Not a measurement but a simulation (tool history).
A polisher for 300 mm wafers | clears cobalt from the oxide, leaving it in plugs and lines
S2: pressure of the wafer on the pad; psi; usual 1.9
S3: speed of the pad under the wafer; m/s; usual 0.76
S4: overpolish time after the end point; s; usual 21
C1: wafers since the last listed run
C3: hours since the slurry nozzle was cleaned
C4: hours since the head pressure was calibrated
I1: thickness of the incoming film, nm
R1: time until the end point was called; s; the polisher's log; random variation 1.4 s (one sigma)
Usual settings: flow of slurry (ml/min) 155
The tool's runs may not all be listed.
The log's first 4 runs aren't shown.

{"run": 5, "hour": 53.0, "flow of slurry (ml/min)": 155, "S2": 1.9, "S3": 0.76, "S4": 21, "C1": 91, "wafers polished on this pad": 1221, "C3": 100.9, "C4": 320.6, "I1": 333.6, "R1": 93.6}
{"hour": 71.4, "done": "worn pad replaced by a new one"}
{"run": 6, "hour": 71.9, "flow of slurry (ml/min)": 155, "S2": 1.9, "S3": 0.76, "S4": 21, "C1": 93, "wafers polished on this pad": 3, "C3": 119.8, "C4": 339.5, "I1": 331.3, "R1": 80.3}
{"run": 7, "hour": 108.8, "flow of slurry (ml/min)": 155, "S2": 1.9, "S3": 0.76, "S4": 21, "C1": 230, "wafers polished on this pad": 233, "C3": 156.7, "C4": 376.4, "I1": 332.5, "R1": 84.4}
{"run": 8, "hour": 120.2, "flow of slurry (ml/min)": 155, "S2": 1.9, "S3": 0.76, "S4": 21, "C1": 71, "wafers polished on this pad": 304, "C3": 168.1, "C4": 387.8, "I1": 332.3, "R1": 84.2}
{"run": 9, "hour": 138.1, "flow of slurry (ml/min)": 155, "S2": 1.9, "S3": 0.76, "S4": 21, "C1": 111, "wafers polished on this pad": 416, "C3": 186, "C4": 405.7, "I1": 326.7, "R1": 86.1}
{"run": 10, "hour": 150.0, "flow of slurry (ml/min)": 155, "S2": 1.9, "S3": 0.76, "S4": 21, "C1": 74, "wafers polished on this pad": 491, "C3": 197.9, "C4": 417.6, "I1": 334, "R1": 84.7}
{"run": 11, "hour": 166.9, "flow of slurry (ml/min)": 155, "S2": 1.9, "S3": 0.76, "S4": 21, "C1": 105, "wafers polished on this pad": 596, "C3": 214.8, "C4": 434.5, "I1": 330.4, "R1": 83.5}
{"hour": 176.4, "done": "head pressure recalibrated"}
{"run": 12, "hour": 183.7, "flow of slurry (ml/min)": 155, "S2": 1.9, "S3": 0.76, "S4": 21, "C1": 92, "wafers polished on this pad": 688, "C3": 231.6, "C4": 7.3, "I1": 333.6, "R1": 85.9}
{"run": 13, "hour": 197.1, "flow of slurry (ml/min)": 155, "S2": 1.9, "S3": 0.76, "S4": 21, "C1": 83, "wafers polished on this pad": 772, "C3": 245, "C4": 20.7, "I1": 329.9, "R1": 88}
{"run": 14, "hour": 205.8, "flow of slurry (ml/min)": 155, "S2": 1.3, "S3": 0.62, "S4": 21, "C1": 54, "wafers polished on this pad": 827, "C3": 253.7, "C4": 29.4, "I1": 335.4, "R1": 155.7}
{"run": 15, "hour": 223.7, "flow of slurry (ml/min)": 155, "S2": 1.4, "S3": 0.76, "S4": 21, "C1": 111, "wafers polished on this pad": 938, "C3": 271.6, "C4": 47.3, "I1": 326.6, "R1": 118.8}
{"hour": 235.3, "done": "slurry nozzle cleaned"}
{"hour": 239.1, "done": "worn pad replaced by a new one"}
{"run": 16, "hour": 241.1, "flow of slurry (ml/min)": 155, "S2": 2.1, "S3": 0.52, "S4": 9, "C1": 78, "wafers polished on this pad": 12, "C3": 5.8, "C4": 64.7, "I1": 329.7, "R1": 109.3}
{"run": 17, "hour": 247.7, "flow of slurry (ml/min)": 155, "S2": 1.9, "S3": 0.76, "S4": 16, "C1": 41, "wafers polished on this pad": 53, "C3": 12.4, "C4": 71.3, "I1": 326.7, "R1": 80.8}
{"run": 18, "hour": 253.8, "flow of slurry (ml/min)": 195, "S2": 1.6, "S3": 0.76, "S4": 21, "C1": 38, "wafers polished on this pad": 91, "C3": 18.5, "C4": 77.4, "I1": 333.8, "R1": 94.6}
{"run": 19, "hour": 273.7, "flow of slurry (ml/min)": 155, "S2": 1.9, "S3": 0.94, "S4": 21, "C1": 124, "wafers polished on this pad": 216, "C3": 38.4, "C4": 97.3, "I1": 336.3, "R1": 69}
{"run": 20, "hour": 291.3, "flow of slurry (ml/min)": 115, "S2": 1.7, "S3": 0.6, "S4": 32, "C1": 109, "wafers polished on this pad": 326, "C3": 56, "C4": 114.9, "I1": 324.4, "R1": 123.3}
{"run": 21, "hour": 306.9, "flow of slurry (ml/min)": 155, "S2": 1.5, "S3": 0.76, "S4": 21, "C1": 97, "wafers polished on this pad": 423, "C3": 71.6, "C4": 130.5, "I1": 331.1, "R1": 109}
{"run": 22, "hour": 319.4, "flow of slurry (ml/min)": 135, "S2": 1.9, "S3": 0.76, "S4": 21, "C1": 78, "wafers polished on this pad": 501, "C3": 84.1, "C4": 143, "I1": 331.9, "R1": 91.1}
{"run": 23, "hour": 327.6, "flow of slurry (ml/min)": 155, "S2": 1.9, "S3": 0.76, "S4": 21, "C1": 51, "wafers polished on this pad": 552, "C3": 92.3, "C4": 151.2, "I1": 327.1, "R1": 84.4}
{"run": 24, "hour": 336.1, "flow of slurry (ml/min)": 155, "S2": 1.9, "S3": 0.98, "S4": 16, "C1": 53, "wafers polished on this pad": 605, "C3": 100.8, "C4": 159.7, "I1": 326.5, "R1": 65.1}
{"run": 25, "hour": 344.3, "flow of slurry (ml/min)": 155, "S2": 1.5, "S3": 0.58, "S4": 21, "C1": 51, "wafers polished on this pad": 657, "C3": 109, "C4": 167.9, "I1": 330.5, "R1": 146.2}
{"run": 26, "hour": 354.5, "flow of slurry (ml/min)": 155, "S2": 1.9, "S3": 0.76, "S4": 21, "C1": 63, "wafers polished on this pad": 720, "C3": 119.2, "C4": 178.1, "I1": 330.5, "R1": 87.3}
{"run": 27, "hour": 366.7, "flow of slurry (ml/min)": 155, "S2": 1.9, "S3": 0.76, "S4": 21, "C1": 76, "wafers polished on this pad": 796, "C3": 131.4, "C4": 190.3, "I1": 329.4, "R1": 87}
{"run": 28, "hour": 381.3, "flow of slurry (ml/min)": 155, "S2": 1.6, "S3": 0.76, "S4": 21, "C1": 91, "wafers polished on this pad": 888, "C3": 146, "C4": 204.9, "I1": 325.7, "R1": 102.8}
{"run": 29, "hour": 394.3, "flow of slurry (ml/min)": 155, "S2": 2.2, "S3": 0.76, "S4": 21, "C1": 81, "wafers polished on this pad": 969, "C3": 159, "C4": 217.9, "I1": 336.2, "R1": 81.3}

Forecast run 30:
{"run": 30, "hour": 403.6, "flow of slurry (ml/min)": 155, "S2": 1.9, "S3": 0.76, "S4": 21, "C1": 58, "wafers polished on this pad": 1027, "C3": 168.3, "C4": 227.2, "I1": 330.1, "R1": "?"}

R1: 93.7 s
Without the tool's hidden state the same run would have given R1 82.9 s.

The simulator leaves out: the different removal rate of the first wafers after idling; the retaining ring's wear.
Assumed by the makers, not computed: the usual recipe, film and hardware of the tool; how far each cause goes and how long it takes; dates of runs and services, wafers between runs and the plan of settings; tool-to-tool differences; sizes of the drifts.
